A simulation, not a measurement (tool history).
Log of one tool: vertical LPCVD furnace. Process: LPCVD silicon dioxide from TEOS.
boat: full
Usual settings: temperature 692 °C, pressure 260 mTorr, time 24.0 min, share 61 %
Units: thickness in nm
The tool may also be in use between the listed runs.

| run | hour | temperature | pressure | time | share | wafers since the last listed run | hours since the last temperature calibration | hours since the pressure gauge was zeroed | hours since the TEOS flow controller was replaced | hours since the gauge calibration | read-back reference wafer on the same gauge, thickness | thickness |
|---|---|---|---|---|---|---|---|---|---|---|---|---|
| 1 | 0.0 | 692 | 260 | 24.0 | 57 | 0 | 1889.9 | 1776.6 | 5777.3 | 817.4 | 108.05 | 129.42 |
| 2 | 42.1 | 692 | 260 | 24.0 | 57 | 357 | 1932.0 | 1818.7 | 5819.4 | 859.5 | 108.01 | 129.42 |
| 3 | 83.1 | 692 | 260 | 24.0 | 55 | 347 | 1973.0 | 1859.7 | 5860.4 | 900.5 | 108.04 | 128.09 |
| 4 | 142.5 | 692 | 260 | 24.0 | 61 | 503 | 2032.4 | 1919.1 | 5919.8 | 959.9 | 108.00 | 134.37 |
| 5 | 191.0 | 692 | 260 | 24.0 | 61 | 411 | 2080.9 | 1967.6 | 5968.3 | 1008.4 | 107.94 | 135.03 |
| 6 | 259.5 | 696 | 280 | 24.0 | 61 | 581 | 2149.4 | 2036.1 | 6036.8 | 1076.9 | 107.97 | 153.03 |
| 7 | 290.6 | 696 | 280 | 24.0 | 61 | 263 | 2180.5 | 2067.2 | 6067.9 | 1108.0 | 107.99 | 154.39 |
| 8 | 460.7 | 696 | 280 | 24.0 | 61 | 1443 | 2350.6 | 2237.3 | 6238.0 | 1278.1 | 107.98 | 153.58 |
| 9 | 503.9 | 692 | 260 | 24.0 | 61 | 366 | 2393.8 | 2280.5 | 6281.2 | 1321.3 | 108.01 | 134.02 |
|  | 540.6 | pressure gauge zeroed |
| 10 | 541.1 | 692 | 260 | 24.0 | 61 | 111 | 2431.0 | 0.5 | 6318.4 | 1358.5 | 107.97 | 138.38 |
| 11 | 568.8 | 692 | 260 | 24.0 | 61 | 235 | 2458.7 | 28.2 | 6346.1 | 1386.2 | 108.01 | 137.63 |
| 12 | 620.3 | 692 | 260 | 24.0 | 61 | 436 | 2510.2 | 79.7 | 6397.6 | 1437.7 | 108.01 | 138.22 |
| 13 | 664.6 | 692 | 260 | 24.0 | 61 | 375 | 2554.5 | 124.0 | 6441.9 | 1482.0 | 107.99 | 137.52 |
| 14 | 706.6 | 692 | 260 | 24.0 | 61 | 356 | 2596.5 | 166.0 | 6483.9 | 1524.0 | 108.02 | 138.11 |
| 15 | 751.6 | 692 | 260 | 24.0 | 61 | 381 | 2641.5 | 211.0 | 6528.9 | 1569.0 | 107.98 | 137.33 |
|  | 769.6 | gauge calibrated |
| 16 | 783.6 | 692 | 260 | 16.0 | 61 | 271 | 2673.5 | 243.0 | 6560.9 | 14.0 | 107.99 | 91.73 |
| 17 | 844.1 | 692 | 260 | 24.0 | 61 | 513 | 2734.0 | 303.5 | 6621.4 | 74.5 | 107.96 | 138.65 |
| 18 | 880.1 | 692 | 300 | 24.0 | 61 | 305 | 2770.0 | 339.5 | 6657.4 | 110.5 | 108.02 | 148.06 |
| 19 | 916.7 | 692 | 260 | 24.0 | 61 | 310 | 2806.6 | 376.1 | 6694.0 | 147.1 | 107.97 | 137.57 |
| 20 | 1029.2 | 683 | 260 | 24.0 | 61 | 954 | 2919.1 | 488.6 | 6806.5 | 259.6 | 108.00 | 111.43 |
| 21 | 1217.3 | 689 | 200 | 32.0 | 56 | 1595 | 3107.2 | 676.7 | 6994.6 | 447.7 | 107.99 | 144.18 |
|  | 1244.3 | thermocouples replaced and temperature profile calibrated |
| 22 | 1257.6 | 697 | 260 | 24.0 | 56 | 138 | 13.3 | 717.0 | 7034.9 | 488.0 | 108.03 | 143.24 |
| 23 | 1317.6 | 692 | 260 | 24.0 | 61 | 509 | 73.3 | 777.0 | 7094.9 | 548.0 | 107.99 | 132.51 |
| 24 | 1349.3 | 692 | 280 | 24.0 | 61 | 268 | 105.0 | 808.7 | 7126.6 | 579.7 | 108.01 | 137.35 |
|  | 1379.2 | TEOS flow controller replaced |
| 25 | 1403.4 | 700 | 260 | 16.5 | 67 | 255 | 159.1 | 862.8 | 24.2 | 633.8 | 108.03 | 115.77 |
| 26 | 1614.2 | 692 | 300 | 29.5 | 68 | 1788 | 369.9 | 1073.6 | 235.0 | 844.6 | 108.01 | 185.04 |
| 27 | 1656.4 | 696 | 280 | 24.0 | 61 | 358 | 412.1 | 1115.8 | 277.2 | 886.8 | 107.99 | 150.84 |
| 28 | 1716.8 | 692 | 260 | 27.5 | 61 | 512 | 472.5 | 1176.2 | 337.6 | 947.2 | 107.97 | 151.64 |
| 29 | 1770.0 | 697 | 260 | 30.5 | 61 | 451 | 525.7 | 1229.4 | 390.8 | 1000.4 | 108.03 | 191.12 |

Measured less the same run without the tool's hidden state. The same run-to-run variation is in both; the gauge's scatter may not be:
The hidden state here: true tube temperature minus thermocouple reading, K; true pressure minus gauge reading, mTorr; deviation of the TEOS flow from its setpoint, %; gauge reads high (%).
| run | thickness |
|---|---|
| 1 | +1.40 |
| 2 | +1.41 |
| 3 | +1.40 |
| 4 | +1.48 |
| 5 | +1.49 |
| 6 | +1.87 |
| 7 | +1.88 |
| 8 | +1.92 |
| 9 | +1.54 |
| 10 | +4.78 |
| 11 | +4.76 |
| 12 | +4.79 |
| 13 | +4.77 |
| 14 | +4.81 |
| 15 | +4.79 |
| 16 | +3.20 |
| 17 | +4.85 |
| 18 | +5.19 |
| 19 | +4.83 |
| 20 | +4.01 |
| 21 | +5.03 |
| 22 | -0.31 |
| 23 | -0.28 |
| 24 | -0.24 |
| 25 | -0.24 |
| 26 | -0.14 |
| 27 | -0.17 |
| 28 | -0.24 |
| 29 | -0.29 |
